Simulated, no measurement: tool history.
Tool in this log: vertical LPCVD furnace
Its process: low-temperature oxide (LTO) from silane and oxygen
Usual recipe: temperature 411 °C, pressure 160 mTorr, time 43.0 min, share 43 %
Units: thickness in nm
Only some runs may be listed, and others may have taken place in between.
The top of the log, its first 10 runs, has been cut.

run	hour	temperature	pressure	time	share	read-back reference wafer on the same gauge, thickness	thickness
11	152.5	402	180	35.5	40	452.26	330.88
12	168.4	418	185	43.0	43	451.99	526.04
13	186.3	411	120	43.0	50	451.93	365.22
14	205.9	411	160	38.5	38	451.88	330.43
15	223.9	411	140	43.0	43	452.32	369.76
# hour 264.2: thermocouples replaced and temperature profile calibrated
16	264.7	419	160	38.0	39	452.00	350.29
17	269.4	421	160	43.0	43	451.99	449.43
18	274.1	411	160	43.0	43	452.01	405.68
# hour 302.1: pressure gauge zeroed
19	302.6	411	160	29.5	43	451.98	279.35
20	307.3	411	180	43.0	48	451.99	508.43
21	311.9	411	160	43.0	43	451.86	406.61
22	316.6	411	185	43.0	43	452.04	471.32
23	331.1	411	160	43.0	43	452.12	406.45
24	348.3	411	160	43.0	43	452.10	406.96
25	361.6	402	160	56.0	43	451.94	484.06
26	375.9	407	160	36.5	48	452.14	369.47
27	384.6	411	160	43.0	43	452.21	407.11
28	392.7	411	160	43.0	43	451.99	408.17
29	407.0	411	145	55.5	43	451.87	476.38
30	423.4	411	175	43.0	43	452.22	446.29
31	434.2	405	185	35.0	43	452.14	360.88
32	445.0	411	195	43.0	37	451.99	418.87

Predict each of these 3 candidate next runs independently; none follows another, all start after run 32:
A	449.8	411	160	43.0	43	?	?
B	449.8	420	160	43.0	43	?	?
C	449.8	411	160	31.0	43	?	?

run	read-back reference wafer on the same gauge, thickness	thickness
A	451.75	407.69
B	451.75	446.52
C	451.75	293.91
Without the tool's unlogged condition, the same runs would have read:
run	thickness
A	404.99
B	443.66
C	291.97

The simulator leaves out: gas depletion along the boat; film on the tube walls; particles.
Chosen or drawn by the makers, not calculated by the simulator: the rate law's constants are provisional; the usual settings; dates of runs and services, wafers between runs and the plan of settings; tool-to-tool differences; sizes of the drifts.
